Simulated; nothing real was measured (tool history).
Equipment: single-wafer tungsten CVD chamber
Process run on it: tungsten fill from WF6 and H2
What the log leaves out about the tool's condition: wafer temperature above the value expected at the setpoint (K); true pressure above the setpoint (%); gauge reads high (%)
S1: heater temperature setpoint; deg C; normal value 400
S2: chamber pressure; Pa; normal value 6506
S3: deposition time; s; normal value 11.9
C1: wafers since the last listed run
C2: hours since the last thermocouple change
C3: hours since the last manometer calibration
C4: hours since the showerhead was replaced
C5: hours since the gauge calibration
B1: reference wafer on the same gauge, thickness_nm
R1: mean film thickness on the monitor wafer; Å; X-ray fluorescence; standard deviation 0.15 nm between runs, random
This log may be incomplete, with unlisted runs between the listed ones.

| run | hour | S1 | S2 | S3 | C1 | C2 | C3 | C4 | C5 | B1 | R1 |
|---|---|---|---|---|---|---|---|---|---|---|---|
| 1 | 0.0 | 400 | 6506 | 11.9 | 0 | 660.3 | 557.2 | 4127.5 | 85.9 | 42.480 | 465.23 |
| 2 | 18.7 | 400 | 6506 | 11.9 | 412 | 679.0 | 575.9 | 4146.2 | 104.6 | 42.487 | 465.41 |
| 3 | 48.7 | 400 | 6506 | 11.9 | 662 | 709.0 | 605.9 | 4176.2 | 134.6 | 42.493 | 465.05 |
| 4 | 71.5 | 400 | 6506 | 11.9 | 503 | 731.8 | 628.7 | 4199.0 | 157.4 | 42.471 | 464.18 |
| 5 | 97.9 | 400 | 6506 | 11.9 | 582 | 758.2 | 655.1 | 4225.4 | 183.8 | 42.484 | 465.65 |
| 6 | 127.2 | 400 | 7546 | 13.1 | 646 | 787.5 | 684.4 | 4254.7 | 213.1 | 42.488 | 551.06 |
| 7 | 153.2 | 400 | 7546 | 13.1 | 573 | 813.5 | 710.4 | 4280.7 | 239.1 | 42.462 | 550.76 |
| 8 | 176.0 | 403 | 6506 | 11.9 | 503 | 836.3 | 733.2 | 4303.5 | 261.9 | 42.487 | 496.41 |
|  | 188.8 | showerhead replaced |
| 9 | 207.6 | 403 | 6506 | 11.9 | 520 | 867.9 | 764.8 | 18.8 | 293.5 | 42.509 | 497.76 |
|  | 223.3 | gauge calibrated |
| 10 | 232.4 | 403 | 6506 | 11.9 | 547 | 892.7 | 789.6 | 43.6 | 9.1 | 42.445 | 494.07 |
| 11 | 284.9 | 400 | 6506 | 11.9 | 1158 | 945.2 | 842.1 | 96.1 | 61.6 | 42.512 | 467.50 |
| 12 | 319.3 | 412 | 6506 | 13.1 | 759 | 979.6 | 876.5 | 130.5 | 96.0 | 42.526 | 651.95 |
| 13 | 352.9 | 411 | 7773 | 12.6 | 741 | 1013.2 | 910.1 | 164.1 | 129.6 | 42.517 | 672.85 |
|  | 370.2 | thermocouple changed; heater temperature recalibrated |
| 14 | 377.7 | 400 | 6506 | 11.9 | 370 | 7.5 | 934.9 | 188.9 | 154.4 | 42.485 | 465.50 |
| 15 | 400.3 | 410 | 6506 | 14.1 | 498 | 30.1 | 957.5 | 211.5 | 177.0 | 42.510 | 673.56 |
| 16 | 435.6 | 390 | 4920 | 11.9 | 779 | 65.4 | 992.8 | 246.8 | 212.3 | 42.540 | 325.30 |
| 17 | 450.8 | 400 | 6013 | 14.2 | 335 | 80.6 | 1008.0 | 262.0 | 227.5 | 42.480 | 537.95 |
|  | 459.9 | capacitance manometer re-zeroed and calibrated |
| 18 | 463.3 | 400 | 5773 | 11.9 | 99 | 93.1 | 3.4 | 274.5 | 240.0 | 42.524 | 425.57 |
| 19 | 484.6 | 408 | 7919 | 12.9 | 470 | 114.4 | 24.7 | 295.8 | 261.3 | 42.482 | 636.73 |
| 20 | 508.5 | 393 | 5746 | 10.0 | 527 | 138.3 | 48.6 | 319.7 | 285.2 | 42.506 | 308.79 |
| 21 | 528.1 | 400 | 6506 | 11.9 | 432 | 157.9 | 68.2 | 339.3 | 304.8 | 42.521 | 457.21 |
| 22 | 548.1 | 391 | 5373 | 9.8 | 441 | 177.9 | 88.2 | 359.3 | 324.8 | 42.474 | 280.54 |
| 23 | 575.3 | 400 | 6506 | 11.9 | 600 | 205.1 | 115.4 | 386.5 | 352.0 | 42.417 | 457.45 |

Predict each of these 3 candidate next runs independently; none follows another, all start after run 23:
| A | 575.7 | 400 | 6506 | 11.9 | 8 | 205.5 | 115.8 | 386.9 | 352.4 | ? | ? |
| B | 575.7 | 386 | 5093 | 11.0 | 8 | 205.5 | 115.8 | 386.9 | 352.4 | ? | ? |
| C | 575.7 | 414 | 5666 | 13.6 | 8 | 205.5 | 115.8 | 386.9 | 352.4 | ? | ? |

| run | B1 | R1 |
|---|---|---|
| A | 42.505 | 460.81 |
| B | 42.505 | 276.62 |
| C | 42.505 | 645.27 |
With no hidden state in the tool, these same runs would have given:
| run | R1 |
|---|---|
| A | 452.32 |
| B | 271.40 |
| C | 633.25 |
